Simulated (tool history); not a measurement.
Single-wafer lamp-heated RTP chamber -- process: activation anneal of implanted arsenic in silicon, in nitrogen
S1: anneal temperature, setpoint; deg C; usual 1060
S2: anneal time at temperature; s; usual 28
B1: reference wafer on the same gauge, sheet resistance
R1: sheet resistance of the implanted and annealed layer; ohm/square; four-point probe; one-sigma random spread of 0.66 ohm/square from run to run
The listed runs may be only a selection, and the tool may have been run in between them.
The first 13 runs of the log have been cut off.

run	day	S1	S2	B1	R1
14	22.942	1060	28	102.60	125.60
15	25.346	1060	28	102.49	126.09
# day 27.042: pyrometer window cleaned and pyrometer calibrated
# day 27.896: gauge calibrated
16	28.021	1060	28	100.18	123.17
# day 28.375: reflector plate cleaned
17	30.196	1040	38	99.97	124.84
18	32.338	1060	28	100.02	123.89
19	40.000	1039	32	100.58	129.77
20	41.875	1039	32	100.49	129.97
# day 42.725: pyrometer window cleaned and pyrometer calibrated
21	43.917	1036	37	100.73	127.62
22	51.738	1082	28	101.08	118.07
23	52.883	1043	28	101.09	130.76
24	54.988	1060	28	101.05	124.21
# day 56.033: pyrometer window cleaned and pyrometer calibrated
25	56.896	1060	12	101.14	141.93
26	58.017	1060	36	101.10	120.52
27	60.504	1060	28	101.32	124.87
28	62.800	1041	33	101.18	128.71
29	65.067	1060	21	101.78	130.73
30	67.892	1078	15	101.78	129.21
# day 68.475: pyrometer window cleaned and pyrometer calibrated
31	69.258	1075	13	101.57	132.49
32	71.371	1068	19	101.60	129.99

Each row is a separate what-if for the run after 32, all from the same tool condition, not one after another. Results?
A	71.388	1060	28	?	?
B	71.388	1070	28	?	?
C	71.388	1082	23	?	?

run	B1	R1
A	101.45	124.38
B	101.45	120.95
C	101.45	120.06
The same runs, with their run-to-run variation unchanged, on a tool lacking any hidden condition would have given:
run	R1
A	122.26
B	118.89
C	118.01
